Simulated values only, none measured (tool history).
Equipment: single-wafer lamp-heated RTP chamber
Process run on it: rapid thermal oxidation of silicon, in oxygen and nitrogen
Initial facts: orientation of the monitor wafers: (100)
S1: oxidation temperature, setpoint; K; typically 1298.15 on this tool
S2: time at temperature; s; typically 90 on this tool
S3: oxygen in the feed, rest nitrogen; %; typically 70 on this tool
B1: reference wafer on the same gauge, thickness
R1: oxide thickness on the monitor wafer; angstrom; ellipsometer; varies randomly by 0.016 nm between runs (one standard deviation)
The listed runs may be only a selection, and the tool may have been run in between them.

run	day	S1	S2	S3	B1	R1
1	0	1298.15	90	70	7.073	70.28
2	1.112	1298.15	90	70	7.067	70.13
3	1.625	1298.15	90	70	7.062	70.2
4	2.183	1298.15	90	70	7.069	70.06
5	3.221	1298.15	90	70	7.066	70.66
6	3.875	1298.15	90	70	7.07	70.61
7	4.942	1298.15	90	70	7.069	70.79
8	6.292	1285.15	90	70	7.073	64.6
9	6.979	1298.15	90	70	7.072	71
10	7.529	1298.15	90	70	7.068	70.7
# day 7.646: gauge calibrated
11	9.033	1298.15	90	70	7.074	71.2
12	10.146	1287.15	53	79	7.068	54.52
13	10.688	1298.15	90	70	7.074	71.7
14	12.025	1298.15	90	70	7.075	72.09
15	12.679	1276.15	63	92	7.072	57.66
# day 13.817: pyrometer window cleaned and pyrometer calibrated
16	13.838	1283.15	75	70	7.072	58.12
# day 14.217: oxygen flow controller replaced
17	15.017	1290.15	112	85	7.069	78.35
18	16.112	1289.15	90	62	7.072	63.16
19	16.871	1298.15	90	70	7.064	70.14
20	17.95	1276.15	90	70	7.071	59.89
21	19.367	1322.15	90	70	7.066	83.42
22	20.775	1290.15	70	49	7.076	52.57
23	21.492	1278.15	47	40	7.071	38.42

Per-run results on a tool with no hidden state, each run keeping its own random variation:
The tool's hidden condition here consists of: true wafer temperature minus pyrometer reading, K; deviation of the oxygen flow from its setpoint, %; gauge reads high (%).
run	R1
1	70.08
2	69.87
3	69.9
4	69.71
5	70.21
6	70.1
7	70.15
8	63.86
9	70.1
10	69.72
11	69.97
12	53.42
13	70.16
14	70.28
15	56.06
16	58
17	78.18
18	63
19	69.94
20	59.67
21	83.04
22	52.24
23	38.16
